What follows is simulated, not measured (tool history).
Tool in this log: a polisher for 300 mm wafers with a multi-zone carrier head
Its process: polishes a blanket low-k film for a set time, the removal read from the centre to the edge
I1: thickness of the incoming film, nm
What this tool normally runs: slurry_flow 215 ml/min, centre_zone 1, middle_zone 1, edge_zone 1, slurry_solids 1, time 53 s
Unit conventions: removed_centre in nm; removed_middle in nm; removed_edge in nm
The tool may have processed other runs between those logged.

Run 1, hour 0: usual settings; I1 438.6. Result: removed_centre 29.5 nm, removed_middle 30.3 nm, removed_edge 30.8 nm.
Run 2, hour 14.1: usual settings but time 68 s; I1 436.8. Result: removed_centre 38.1 nm, removed_middle 38.8 nm, removed_edge 39.4 nm.
Run 3, hour 28.7: usual settings but time 68 s; I1 437.5. Result: removed_centre 37.9 nm, removed_middle 38.4 nm, removed_edge 39.5 nm.
Run 4, hour 50.8: usual settings but centre_zone 0.92, slurry_solids 0.8; I1 445.6. Result: removed_centre 25.4 nm, removed_middle 27.3 nm, removed_edge 28.5 nm.
Run 5, hour 67.3: usual settings but centre_zone 0.92, slurry_solids 0.8; I1 449.5. Result: removed_centre 24.9 nm, removed_middle 27.3 nm, removed_edge 28.1 nm.
At hour 80.1: slurry nozzle cleaned, repeated, since the last time left the tool worse.
Run 6, hour 84.7: usual settings but centre_zone 0.92, slurry_solids 0.8; I1 437.8. Result: removed_centre 27.4 nm, removed_middle 30 nm, removed_edge 29.9 nm.
At hour 101.7: worn pad replaced by a new one.
Run 7, hour 105.4: usual settings; I1 435.7. Result: removed_centre 32.3 nm, removed_middle 32.7 nm, removed_edge 32.6 nm.
At hour 118.1: centre zone pressure recalibrated.
Run 8, hour 127.8: usual settings but slurry_flow 275 ml/min; I1 442.2. Result: removed_centre 33.2 nm, removed_middle 33.6 nm, removed_edge 32.4 nm.
Run 9, hour 145.4: usual settings but slurry_solids 0.9, time 44 s; I1 443.7. Result: removed_centre 25.5 nm, removed_middle 26.6 nm, removed_edge 26.3 nm.
Run 10, hour 180.6: usual settings but edge_zone 1.07, time 39 s; I1 442.2. Result: removed_centre 23.4 nm, removed_middle 24.3 nm, removed_edge 24.7 nm.
At hour 217.5: edge zone pressure recalibrated.
At hour 240.2: worn pad replaced by a new one.
Run 11, hour 260.9: usual settings but edge_zone 0.96, slurry_solids 1.2; I1 443.8. Result: removed_centre 33.8 nm, removed_middle 34.6 nm, removed_edge 34.2 nm.
At hour 272.6: carrier head's membrane replaced by a new one.
Run 12, hour 279.7: usual settings; I1 438.5. Result: removed_centre 31.8 nm, removed_middle 32 nm, removed_edge 32.5 nm.
Run 13, hour 306.9: usual settings but slurry_flow 235 ml/min, middle_zone 1.09, time 45 s; I1 446.4. Result: removed_centre 27 nm, removed_middle 29.8 nm, removed_edge 27.7 nm.
At hour 322: slurry nozzle cleaned.
Run 14, hour 336.2: usual settings but middle_zone 1.1, time 48 s; I1 443.7. Result: removed_centre 28.7 nm, removed_middle 31.4 nm, removed_edge 29.3 nm.
Run 15, hour 366.1: usual settings; I1 433.8. Result: removed_centre 32.2 nm, removed_middle 32.8 nm, removed_edge 32.6 nm.
At hour 370.6: worn pad replaced by a new one.
Run 16, hour 382: usual settings; I1 434.6. Result: removed_centre 32.6 nm, removed_middle 32.3 nm, removed_edge 32.1 nm.
Run 17, hour 414.4: usual settings but slurry_flow 255 ml/min, middle_zone 1.07, edge_zone 1.07, slurry_solids 1.1; I1 439.7. Result: removed_centre 33.6 nm, removed_middle 35.9 nm, removed_edge 35.2 nm.
Run 18, hour 446.3: usual settings; I1 439.7. Result: removed_centre 31.5 nm, removed_middle 32.1 nm, removed_edge 32.4 nm.
Run 19, hour 464: usual settings but slurry_flow 180 ml/min, edge_zone 1.04, slurry_solids 0.75; I1 432.4. Result: removed_centre 27.8 nm, removed_middle 29 nm, removed_edge 28.8 nm.
Run 20, hour 483.1: usual settings but centre_zone 0.92, slurry_solids 0.8; I1 447.5. Result: removed_centre 27.3 nm, removed_middle 29.9 nm, removed_edge 29.8 nm.
At hour 509.7: worn pad replaced by a new one.
Run 21, hour 510.2: usual settings but edge_zone 1.09, time 58 s; I1 439.3. Result: removed_centre 35.1 nm, removed_middle 35.4 nm, removed_edge 36.4 nm.
Run 22, hour 527.6: usual settings but middle_zone 0.97, edge_zone 0.97; I1 439.6. Result: removed_centre 32 nm, removed_middle 32.2 nm, removed_edge 32.2 nm.

Each row is a separate what-if for the run after 22, all from the same tool condition, not one after another. Results?
Run A, hour 528: usual settings but centre_zone 1.1; I1 433. Result: removed_centre ?, removed_middle ?, removed_edge ?.
Run B, hour 528: usual settings but slurry_solids 0.75, time 45 s; I1 433. Result: removed_centre ?, removed_middle ?, removed_edge ?.
Run C, hour 528: usual settings but middle_zone 0.95, edge_zone 0.89; I1 433. Result: removed_centre ?, removed_middle ?, removed_edge ?.

run  removed_centre  removed_middle  removed_edge
  A            34.7            32.4          32.8
  B            24.3            24.7          24.9
  C            31.9            31.4          31.5
What these runs would have given with no unlogged condition in the tool:
run  removed_centre  removed_middle  removed_edge
  A            35.3              33          33.2
  B            24.7            25.1          25.2
  C            32.5            31.9          31.9
